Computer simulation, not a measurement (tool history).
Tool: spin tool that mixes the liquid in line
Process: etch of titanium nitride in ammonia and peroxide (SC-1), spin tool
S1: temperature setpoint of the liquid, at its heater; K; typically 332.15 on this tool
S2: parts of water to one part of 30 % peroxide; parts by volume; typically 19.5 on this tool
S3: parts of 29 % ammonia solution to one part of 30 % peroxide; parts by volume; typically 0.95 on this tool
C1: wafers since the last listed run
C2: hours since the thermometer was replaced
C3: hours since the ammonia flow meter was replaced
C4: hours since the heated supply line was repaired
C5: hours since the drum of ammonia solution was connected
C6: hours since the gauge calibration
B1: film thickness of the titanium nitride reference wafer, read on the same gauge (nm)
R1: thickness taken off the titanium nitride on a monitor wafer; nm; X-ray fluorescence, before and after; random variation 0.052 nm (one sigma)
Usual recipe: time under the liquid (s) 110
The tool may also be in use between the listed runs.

run 1 hour=0 | S1=332.15 S2=19.5 S3=0.95 time_under_the_liquid_(s)=110 | C1=0 C2=3021.6 C3=2609.6 C4=4049.4 C5=852 C6=30.3 | B1=130.01 | R1=14.16
run 2 hour=15.2 | S1=332.15 S2=25 S3=0.95 time_under_the_liquid_(s)=140 | C1=101 C2=3036.8 C3=2624.8 C4=4064.6 C5=867.2 C6=45.5 | B1=130.01 | R1=15.68
run 3 hour=27.1 | S1=332.15 S2=25 S3=0.95 time_under_the_liquid_(s)=140 | C1=79 C2=3048.7 C3=2636.7 C4=4076.5 C5=879.1 C6=57.4 | B1=130.02 | R1=15.68
run 4 hour=38.5 | S1=332.15 S2=24 S3=0.95 time_under_the_liquid_(s)=110 | C1=76 C2=3060.1 C3=2648.1 C4=4087.9 C5=890.5 C6=68.8 | B1=130.02 | R1=12.6
run 5 hour=50.6 | S1=332.15 S2=24 S3=0.95 time_under_the_liquid_(s)=110 | C1=81 C2=3072.2 C3=2660.2 C4=4100 C5=902.6 C6=80.9 | B1=130 | R1=12.54
-- hour=71.7 heated supply line repaired
-- hour=86.6 ammonia flow meter replaced
-- hour=88.8 thermometer replaced
run 6 hour=103.2 | S1=332.15 S2=19.5 S3=0.95 time_under_the_liquid_(s)=130 | C1=332 C2=14.4 C3=16.6 C4=31.5 C5=955.2 C6=133.5 | B1=130.01 | R1=21.99
-- hour=105.2 new drum of ammonia solution connected
run 7 hour=110.6 | S1=332.15 S2=19.5 S3=0.95 time_under_the_liquid_(s)=130 | C1=42 C2=21.8 C3=24 C4=38.9 C5=5.4 C6=140.9 | B1=130 | R1=22.05
run 8 hour=119.3 | S1=332.15 S2=19.5 S3=1.2 time_under_the_liquid_(s)=110 | C1=58 C2=30.5 C3=32.7 C4=47.6 C5=14.1 C6=149.6 | B1=130 | R1=19.37
run 9 hour=130.9 | S1=324.65 S2=19.5 S3=0.95 time_under_the_liquid_(s)=70 | C1=77 C2=42.1 C3=44.3 C4=59.2 C5=25.7 C6=161.2 | B1=129.99 | R1=7.09
-- hour=139.2 gauge calibrated
run 10 hour=148.2 | S1=332.15 S2=25 S3=0.95 time_under_the_liquid_(s)=140 | C1=115 C2=59.4 C3=61.6 C4=76.5 C5=43 C6=9 | B1=130.02 | R1=20.61
run 11 hour=154.8 | S1=332.15 S2=19.5 S3=1.2 time_under_the_liquid_(s)=145 | C1=44 C2=66 C3=68.2 C4=83.1 C5=49.6 C6=15.6 | B1=130.01 | R1=25.49
run 12 hour=170.4 | S1=341.15 S2=19.5 S3=0.95 time_under_the_liquid_(s)=110 | C1=104 C2=81.6 C3=83.8 C4=98.7 C5=65.2 C6=31.2 | B1=130 | R1=33.17
run 13 hour=181.8 | S1=332.15 S2=19.5 S3=0.95 time_under_the_liquid_(s)=110 | C1=76 C2=93 C3=95.2 C4=110.1 C5=76.6 C6=42.6 | B1=130.02 | R1=18.48
run 14 hour=189.5 | S1=341.65 S2=28 S3=1.2 time_under_the_liquid_(s)=110 | C1=51 C2=100.7 C3=102.9 C4=117.8 C5=84.3 C6=50.3 | B1=129.97 | R1=29.18

Here are 3 independent what-if runs from the current tool condition. What would each one return?
run A hour=189.9 | S1=332.15 S2=19.5 S3=0.95 time_under_the_liquid_(s)=110 | C1=2 C2=101.1 C3=103.3 C4=118.2 C5=84.7 C6=50.7 | B1=? | R1=?
run B hour=189.9 | S1=327.15 S2=19.5 S3=0.95 time_under_the_liquid_(s)=110 | C1=2 C2=101.1 C3=103.3 C4=118.2 C5=84.7 C6=50.7 | B1=? | R1=?
run C hour=189.9 | S1=332.15 S2=19.5 S3=0.55 time_under_the_liquid_(s)=110 | C1=2 C2=101.1 C3=103.3 C4=118.2 C5=84.7 C6=50.7 | B1=? | R1=?

run=A B1=130 R1=18.57
run=B B1=130 R1=13.27
run=C B1=130 R1=16.84
Without the tool's hidden state the same runs would have given:
run=A R1=19.5
run=B R1=13.95
run=C R1=17.68
